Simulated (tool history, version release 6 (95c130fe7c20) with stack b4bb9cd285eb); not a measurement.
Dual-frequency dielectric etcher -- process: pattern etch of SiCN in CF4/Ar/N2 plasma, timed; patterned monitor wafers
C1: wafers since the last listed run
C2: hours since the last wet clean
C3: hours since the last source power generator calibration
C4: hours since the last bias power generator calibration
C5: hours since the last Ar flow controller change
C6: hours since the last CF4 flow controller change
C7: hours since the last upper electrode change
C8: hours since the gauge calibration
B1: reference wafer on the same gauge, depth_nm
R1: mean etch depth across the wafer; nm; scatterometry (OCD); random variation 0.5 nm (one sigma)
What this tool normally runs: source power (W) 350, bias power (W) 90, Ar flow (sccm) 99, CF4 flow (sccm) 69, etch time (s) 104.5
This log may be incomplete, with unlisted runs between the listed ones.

Run 1, hour 0: usual settings but etch time (s) 80; C1 0; C2 628.7; C3 482.3; C4 3688.5; C5 499.5; C6 194.4; C7 2103.7; C8 407.4; B1 91.7. Result: R1 68.2 nm.
At hour 44.2: wet clean of the chamber.
Run 2, hour 79.3: usual settings but etch time (s) 80; C1 705; C2 35.1; C3 561.6; C4 3767.8; C5 578.8; C6 273.7; C7 2183; C8 486.7; B1 91.5. Result: R1 65.7 nm.
Run 3, hour 133.8: usual settings; C1 695; C2 89.6; C3 616.1; C4 3822.3; C5 633.3; C6 328.2; C7 2237.5; C8 541.2; B1 91.7. Result: R1 86.1 nm.
Run 4, hour 171.7: usual settings but source power (W) 310, bias power (W) 81, CF4 flow (sccm) 56, etch time (s) 86.5; C1 483; C2 127.5; C3 654; C4 3860.2; C5 671.2; C6 366.1; C7 2275.4; C8 579.1; B1 91.6. Result: R1 59.2 nm.
Run 5, hour 222.5: usual settings but source power (W) 390, bias power (W) 82, CF4 flow (sccm) 62; C1 648; C2 178.3; C3 704.8; C4 3911; C5 722; C6 416.9; C7 2326.2; C8 629.9; B1 91.6. Result: R1 92.6 nm.
Run 6, hour 317.8: usual settings but source power (W) 300, bias power (W) 75; C1 1215; C2 273.6; C3 800.1; C4 4006.3; C5 817.3; C6 512.2; C7 2421.5; C8 725.2; B1 91.6. Result: R1 70 nm.
Run 7, hour 412.2: usual settings but source power (W) 420, Ar flow (sccm) 116; C1 1204; C2 368; C3 894.5; C4 4100.7; C5 911.7; C6 606.6; C7 2515.9; C8 819.6; B1 91.6. Result: R1 101.7 nm.
At hour 435: bias power generator calibrated.
Run 8, hour 462.1: usual settings but source power (W) 400, Ar flow (sccm) 122; C1 585; C2 417.9; C3 944.4; C4 27.1; C5 961.6; C6 656.5; C7 2565.8; C8 869.5; B1 91.7. Result: R1 96.6 nm.
Run 9, hour 512.9: usual settings but bias power (W) 108; C1 648; C2 468.7; C3 995.2; C4 77.9; C5 1012.4; C6 707.3; C7 2616.6; C8 920.3; B1 91.6. Result: R1 92.4 nm.
Run 10, hour 553.8: usual settings but source power (W) 440; C1 521; C2 509.6; C3 1036.1; C4 118.8; C5 1053.3; C6 748.2; C7 2657.5; C8 961.2; B1 91.8. Result: R1 110.6 nm.
Run 11, hour 598.1: usual settings but bias power (W) 99; C1 565; C2 553.9; C3 1080.4; C4 163.1; C5 1097.6; C6 792.5; C7 2701.8; C8 1005.5; B1 91.7. Result: R1 91.2 nm.

Forecast run 12:
At hour 644: upper electrode replaced.
At hour 646.8: wet clean of the chamber.
Run 12, hour 697.1: usual settings but CF4 flow (sccm) 56, etch time (s) 131.5; C1 921; C2 50.3; C3 1179.4; C4 262.1; C5 1196.6; C6 891.5; C7 53.1; C8 1104.5; B1 ?. Result: R1 ?.

B1: 91.7
R1: 103.6 nm
Were there no unlogged condition in the tool, this run, its random variation unchanged, would have produced R1 105.3 nm.
